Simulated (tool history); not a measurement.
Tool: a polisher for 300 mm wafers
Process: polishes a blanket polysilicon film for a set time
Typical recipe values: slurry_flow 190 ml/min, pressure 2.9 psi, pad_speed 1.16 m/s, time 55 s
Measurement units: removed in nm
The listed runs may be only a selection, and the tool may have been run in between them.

run,hour,slurry_flow,pressure,pad_speed,time,"incoming thickness of the incoming film, nm",removed
1,0,190,2.9,0.96,55,1556.9,457.8
2,25.3,190,2.9,0.96,55,1546.7,460.3
3,64.8,190,2.9,0.88,50,1559.1,392.9
4,128.2,190,2.9,1.16,63,1552.7,627.9
5,198.8,190,2.6,1.16,55,1537.9,504.4
6,226.8,190,2.6,1.16,55,1546.5,507
7,272.2,240,2.9,1.16,55,1551.8,556
8,308.5,240,2.9,1.16,55,1520.1,557.6
9,356.2,240,2.9,1.16,55,1551,554.1
10,390.3,190,2.9,1.16,55,1570.9,547.3
11,426.9,190,2.9,1.16,55,1549.8,543.2
12,494.3,190,2.9,1.16,55,1555.9,532.3
13,526.4,190,2.9,1.16,55,1554.5,544
14,576,190,2.9,1.16,61,1559.5,613.6
15,629.5,190,2.9,1.16,61,1559.8,601.6
16,685.2,235,2.9,1.16,55,1572.2,557.5
17,797.8,235,2.9,1.16,55,1555.3,551.9
18,855,235,2.9,1.16,55,1553.3,564.6
19,890.2,190,2.9,1.16,55,1557.6,557.7
20,954.7,190,2,1.16,69,1550.3,548.8
21,983.5,190,3.9,1.16,73,1544,866.5
22,1030.8,190,2.9,1.16,55,1564.2,536.7
23,1124.2,170,2.9,1.16,55,1566.4,534
24,1180,235,2.9,1.16,55,1556.7,546.4
25,1250.7,240,2.9,1.16,55,1555.6,563.8
26,1301.1,190,2.5,0.82,64,1573.9,441.5
27,1358.6,190,2.6,1.16,55,1562.3,508.7
28,1391.3,130,2.6,1.16,55,1542.6,492.9
29,1583,155,1.9,1.16,55,1525.7,419.9
30,1615.5,235,2.5,1.36,44,1553,459.8
31,1671,190,2.9,1.54,45,1560,561.6
32,1720.8,190,2.9,1.16,72,1541.3,698.6
33,1745.7,190,2.6,1.16,55,1536.3,494.5
34,1868.2,125,2.9,1.16,55,1548.9,517.8
35,2082.8,210,3.7,1.38,40,1547.1,536.3
36,2121.1,190,2.9,0.98,61,1550,519.1
37,2160,225,2.9,0.8,55,1551.8,413.8

Withheld: 12 entries from between the runs. Position of each, and hidden state at the listed run before versus the listed run after:
After run 11, before run 12: slurry nozzle cleaned (hour 432.1); worn pad replaced by a new one (hour 448.3)
  nothing in the hidden state changes from one run to the other
After run 17, before run 18: slurry nozzle cleaned (hour 817.5); worn pad replaced by a new one (hour 825.2)
  nothing in the hidden state changes from one run to the other
After run 20, before run 21: head pressure recalibrated (hour 965.3)
  nothing in the hidden state changes from one run to the other
After run 24, before run 25: slurry nozzle cleaned (hour 1194.3)
  nothing in the hidden state changes from one run to the other
After run 25, before run 26: worn pad replaced by a new one (hour 1279.6)
  nothing in the hidden state changes from one run to the other
After run 31, before run 32: slurry nozzle cleaned (hour 1681.7); worn pad replaced by a new one (hour 1703.3)
  nothing in the hidden state changes from one run to the other
After run 34, before run 35: head pressure recalibrated (hour 2076)
  nothing in the hidden state changes from one run to the other
After run 35, before run 36: worn pad replaced by a new one (hour 2120.6)
  nothing in the hidden state changes from one run to the other
After run 36, before run 37: slurry nozzle cleaned (hour 2143.6)
  nothing in the hidden state changes from one run to the other
